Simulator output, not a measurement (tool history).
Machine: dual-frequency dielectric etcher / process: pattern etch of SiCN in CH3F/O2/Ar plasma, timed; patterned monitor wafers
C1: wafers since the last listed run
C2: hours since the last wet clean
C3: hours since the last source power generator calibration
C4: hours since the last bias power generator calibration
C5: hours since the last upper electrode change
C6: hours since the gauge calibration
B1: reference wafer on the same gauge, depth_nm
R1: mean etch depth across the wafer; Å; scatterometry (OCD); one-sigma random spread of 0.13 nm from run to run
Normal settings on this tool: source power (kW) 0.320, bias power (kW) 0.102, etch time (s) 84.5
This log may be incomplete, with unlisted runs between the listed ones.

run 1 hour=0.0 | source_power_(kW)=0.300 bias_power_(kW)=0.102 etch_time_(s)=84.5 | C1=0 C2=433.4 C3=1278.6 C4=2868.1 C5=1736.6 C6=668.4 | B1=26.81 | R1=315.9
run 2 hour=67.4 | source_power_(kW)=0.300 bias_power_(kW)=0.102 etch_time_(s)=84.5 | C1=611 C2=500.8 C3=1346.0 C4=2935.5 C5=1804.0 C6=735.8 | B1=26.79 | R1=316.4
run 3 hour=127.2 | source_power_(kW)=0.300 bias_power_(kW)=0.102 etch_time_(s)=84.5 | C1=542 C2=560.6 C3=1405.8 C4=2995.3 C5=1863.8 C6=795.6 | B1=26.80 | R1=313.7
run 4 hour=152.8 | source_power_(kW)=0.320 bias_power_(kW)=0.102 etch_time_(s)=84.5 | C1=232 C2=586.2 C3=1431.4 C4=3020.9 C5=1889.4 C6=821.2 | B1=26.79 | R1=320.0
-- hour=177.2 wet clean of the chamber
run 5 hour=184.8 | source_power_(kW)=0.320 bias_power_(kW)=0.102 etch_time_(s)=84.5 | C1=72 C2=7.6 C3=1463.4 C4=3052.9 C5=1921.4 C6=853.2 | B1=26.79 | R1=327.7
run 6 hour=312.6 | source_power_(kW)=0.320 bias_power_(kW)=0.102 etch_time_(s)=84.5 | C1=1159 C2=135.4 C3=1591.2 C4=3180.7 C5=2049.2 C6=981.0 | B1=26.81 | R1=327.4
run 7 hour=438.2 | source_power_(kW)=0.320 bias_power_(kW)=0.102 etch_time_(s)=84.5 | C1=1139 C2=261.0 C3=1716.8 C4=3306.3 C5=2174.8 C6=1106.6 | B1=26.82 | R1=326.2
run 8 hour=484.2 | source_power_(kW)=0.320 bias_power_(kW)=0.102 etch_time_(s)=84.5 | C1=417 C2=307.0 C3=1762.8 C4=3352.3 C5=2220.8 C6=1152.6 | B1=26.80 | R1=323.3
run 9 hour=522.7 | source_power_(kW)=0.320 bias_power_(kW)=0.102 etch_time_(s)=84.5 | C1=349 C2=345.5 C3=1801.3 C4=3390.8 C5=2259.3 C6=1191.1 | B1=26.83 | R1=325.3
run 10 hour=583.1 | source_power_(kW)=0.260 bias_power_(kW)=0.102 etch_time_(s)=84.5 | C1=547 C2=405.9 C3=1861.7 C4=3451.2 C5=2319.7 C6=1251.5 | B1=26.77 | R1=299.8
run 11 hour=754.0 | source_power_(kW)=0.260 bias_power_(kW)=0.102 etch_time_(s)=84.5 | C1=1549 C2=576.8 C3=2032.6 C4=3622.1 C5=2490.6 C6=1422.4 | B1=26.81 | R1=296.6
-- hour=793.1 gauge calibrated
-- hour=811.4 wet clean of the chamber
run 12 hour=811.9 | source_power_(kW)=0.320 bias_power_(kW)=0.102 etch_time_(s)=84.5 | C1=307 C2=0.5 C3=2090.5 C4=3680.0 C5=2548.5 C6=18.8 | B1=26.79 | R1=330.6
run 13 hour=824.6 | source_power_(kW)=0.320 bias_power_(kW)=0.102 etch_time_(s)=84.5 | C1=115 C2=13.2 C3=2103.2 C4=3692.7 C5=2561.2 C6=31.5 | B1=26.82 | R1=331.6
run 14 hour=889.2 | source_power_(kW)=0.370 bias_power_(kW)=0.102 etch_time_(s)=84.5 | C1=585 C2=77.8 C3=2167.8 C4=3757.3 C5=2625.8 C6=96.1 | B1=26.79 | R1=348.0
run 15 hour=914.1 | source_power_(kW)=0.280 bias_power_(kW)=0.124 etch_time_(s)=72.5 | C1=225 C2=102.7 C3=2192.7 C4=3782.2 C5=2650.7 C6=121.0 | B1=26.80 | R1=281.6
run 16 hour=945.2 | source_power_(kW)=0.370 bias_power_(kW)=0.102 etch_time_(s)=66.5 | C1=282 C2=133.8 C3=2223.8 C4=3813.3 C5=2681.8 C6=152.1 | B1=26.81 | R1=274.0
run 17 hour=1042.2 | source_power_(kW)=0.270 bias_power_(kW)=0.085 etch_time_(s)=107.0 | C1=879 C2=230.8 C3=2320.8 C4=3910.3 C5=2778.8 C6=249.1 | B1=26.83 | R1=371.6
run 18 hour=1082.8 | source_power_(kW)=0.320 bias_power_(kW)=0.127 etch_time_(s)=84.5 | C1=368 C2=271.4 C3=2361.4 C4=3950.9 C5=2819.4 C6=289.7 | B1=26.81 | R1=344.7
run 19 hour=1131.5 | source_power_(kW)=0.320 bias_power_(kW)=0.102 etch_time_(s)=84.5 | C1=441 C2=320.1 C3=2410.1 C4=3999.6 C5=2868.1 C6=338.4 | B1=26.81 | R1=322.2
-- hour=1178.6 source power generator calibrated
run 20 hour=1180.6 | source_power_(kW)=0.280 bias_power_(kW)=0.085 etch_time_(s)=91.5 | C1=409 C2=369.2 C3=2.0 C4=4048.7 C5=2917.2 C6=387.5 | B1=26.79 | R1=322.0
-- hour=1210.6 upper electrode replaced, of another model than before
run 21 hour=1225.2 | source_power_(kW)=0.340 bias_power_(kW)=0.110 etch_time_(s)=84.5 | C1=186 C2=413.8 C3=46.6 C4=4093.3 C5=14.6 C6=432.1 | B1=26.81 | R1=337.8
-- hour=1267.9 bias power generator calibrated
run 22 hour=1287.7 | source_power_(kW)=0.320 bias_power_(kW)=0.118 etch_time_(s)=84.5 | C1=530 C2=476.3 C3=109.1 C4=19.8 C5=77.1 C6=494.6 | B1=26.82 | R1=330.7
run 23 hour=1324.8 | source_power_(kW)=0.280 bias_power_(kW)=0.120 etch_time_(s)=98.0 | C1=336 C2=513.4 C3=146.2 C4=56.9 C5=114.2 C6=531.7 | B1=26.81 | R1=351.4
-- hour=1392.6 wet clean of the chamber
run 24 hour=1393.1 | source_power_(kW)=0.320 bias_power_(kW)=0.102 etch_time_(s)=84.5 | C1=401 C2=0.5 C3=214.5 C4=125.2 C5=182.5 C6=600.0 | B1=26.82 | R1=332.6
run 25 hour=1410.6 | source_power_(kW)=0.320 bias_power_(kW)=0.102 etch_time_(s)=69.5 | C1=158 C2=18.0 C3=232.0 C4=142.7 C5=200.0 C6=617.5 | B1=26.80 | R1=273.9
run 26 hour=1469.9 | source_power_(kW)=0.320 bias_power_(kW)=0.102 etch_time_(s)=84.5 | C1=537 C2=77.3 C3=291.3 C4=202.0 C5=259.3 C6=676.8 | B1=26.79 | R1=329.0
run 27 hour=1510.2 | source_power_(kW)=0.250 bias_power_(kW)=0.109 etch_time_(s)=92.0 | C1=365 C2=117.6 C3=331.6 C4=242.3 C5=299.6 C6=717.1 | B1=26.80 | R1=307.8
run 28 hour=1564.6 | source_power_(kW)=0.320 bias_power_(kW)=0.102 etch_time_(s)=84.5 | C1=493 C2=172.0 C3=386.0 C4=296.7 C5=354.0 C6=771.5 | B1=26.80 | R1=330.9
run 29 hour=1620.5 | source_power_(kW)=0.260 bias_power_(kW)=0.111 etch_time_(s)=77.5 | C1=506 C2=227.9 C3=441.9 C4=352.6 C5=409.9 C6=827.4 | B1=26.80 | R1=266.2

4 ways to go on from here, each from the tool as it stands after run 29. What would each give?
run A hour=1620.9 | source_power_(kW)=0.320 bias_power_(kW)=0.102 etch_time_(s)=84.5 | C1=3 C2=228.3 C3=442.3 C4=353.0 C5=410.3 C6=827.8 | B1=? | R1=?
run B hour=1620.9 | source_power_(kW)=0.260 bias_power_(kW)=0.115 etch_time_(s)=96.5 | C1=3 C2=228.3 C3=442.3 C4=353.0 C5=410.3 C6=827.8 | B1=? | R1=?
run C hour=1620.9 | source_power_(kW)=0.260 bias_power_(kW)=0.102 etch_time_(s)=64.5 | C1=3 C2=228.3 C3=442.3 C4=353.0 C5=410.3 C6=827.8 | B1=? | R1=?
run D hour=1620.9 | source_power_(kW)=0.250 bias_power_(kW)=0.123 etch_time_(s)=100.5 | C1=3 C2=228.3 C3=442.3 C4=353.0 C5=410.3 C6=827.8 | B1=? | R1=?

run=A B1=26.80 R1=329.4
run=B B1=26.80 R1=335.6
run=C B1=26.80 R1=219.7
run=D B1=26.80 R1=344.0
What these runs would have given with no unlogged condition in the tool:
run=A R1=332.3
run=B R1=338.6
run=C R1=221.7
run=D R1=347.1

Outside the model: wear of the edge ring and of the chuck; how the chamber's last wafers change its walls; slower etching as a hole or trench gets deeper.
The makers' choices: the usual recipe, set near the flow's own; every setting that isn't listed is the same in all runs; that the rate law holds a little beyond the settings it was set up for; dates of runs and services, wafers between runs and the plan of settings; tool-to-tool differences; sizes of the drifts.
